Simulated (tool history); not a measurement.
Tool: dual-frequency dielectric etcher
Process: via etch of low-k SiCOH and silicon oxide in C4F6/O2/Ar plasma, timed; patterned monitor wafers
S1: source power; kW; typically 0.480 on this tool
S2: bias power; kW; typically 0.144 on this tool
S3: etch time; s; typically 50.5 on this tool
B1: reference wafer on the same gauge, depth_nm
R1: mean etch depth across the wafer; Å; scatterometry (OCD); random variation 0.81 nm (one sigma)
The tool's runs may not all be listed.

| run | day | S1 | S2 | S3 | B1 | R1 |
|---|---|---|---|---|---|---|
| 1 | 0.000 | 0.480 | 0.144 | 46.5 | 123.1 | 1216 |
| 2 | 1.479 | 0.480 | 0.144 | 46.5 | 123.1 | 1213 |
| 3 | 2.800 | 0.480 | 0.169 | 50.5 | 123.0 | 1391 |
| 4 | 8.646 | 0.480 | 0.169 | 50.5 | 123.3 | 1367 |
| 5 | 9.942 | 0.480 | 0.144 | 50.5 | 123.1 | 1303 |
| 6 | 11.617 | 0.480 | 0.144 | 50.5 | 123.2 | 1293 |
| 7 | 14.367 | 0.480 | 0.144 | 50.5 | 123.2 | 1282 |
|  | 16.388 | source power generator calibrated |
| 8 | 16.425 | 0.480 | 0.144 | 50.5 | 123.2 | 1294 |
|  | 18.383 | upper electrode replaced |
| 9 | 19.154 | 0.480 | 0.144 | 50.5 | 122.9 | 1270 |
| 10 | 20.425 | 0.450 | 0.144 | 50.5 | 122.9 | 1234 |
| 11 | 22.108 | 0.480 | 0.144 | 55.5 | 123.1 | 1376 |
|  | 23.875 | wet clean of the chamber |
|  | 24.575 | bias power generator calibrated |
|  | 27.588 | gauge calibrated |
| 12 | 28.421 | 0.520 | 0.144 | 62.5 | 123.1 | 1705 |
| 13 | 31.300 | 0.590 | 0.172 | 39.0 | 123.0 | 1175 |
| 14 | 34.250 | 0.580 | 0.176 | 46.5 | 123.0 | 1386 |
| 15 | 36.275 | 0.590 | 0.172 | 39.0 | 123.1 | 1155 |
| 16 | 37.654 | 0.480 | 0.144 | 50.5 | 123.0 | 1285 |
| 17 | 40.229 | 0.480 | 0.154 | 63.5 | 123.0 | 1666 |
| 18 | 42.162 | 0.380 | 0.170 | 65.5 | 123.0 | 1599 |

Exercise: give the hidden state of the tool at every run:
source power that arrives over what is set, %: 0 on each run
bias power that arrives over what is set, %: 0 on each run
gauge reads high (%): 0 on each run
H1: etch rate over this chamber's usual, %
| run | H1 |
|---|---|
| 1 | -0.281 |
| 2 | -0.609 |
| 3 | -0.901 |
| 4 | -2.2 |
| 5 | -2.48 |
| 6 | -2.85 |
| 7 | -3.46 |
| 8 | -3.92 |
| 9 | -4.52 |
| 10 | -4.8 |
| 11 | -5.18 |
| 12 | -1.18 |
| 13 | -1.82 |
| 14 | -2.48 |
| 15 | -2.92 |
| 16 | -3.23 |
| 17 | -3.8 |
| 18 | -4.23 |

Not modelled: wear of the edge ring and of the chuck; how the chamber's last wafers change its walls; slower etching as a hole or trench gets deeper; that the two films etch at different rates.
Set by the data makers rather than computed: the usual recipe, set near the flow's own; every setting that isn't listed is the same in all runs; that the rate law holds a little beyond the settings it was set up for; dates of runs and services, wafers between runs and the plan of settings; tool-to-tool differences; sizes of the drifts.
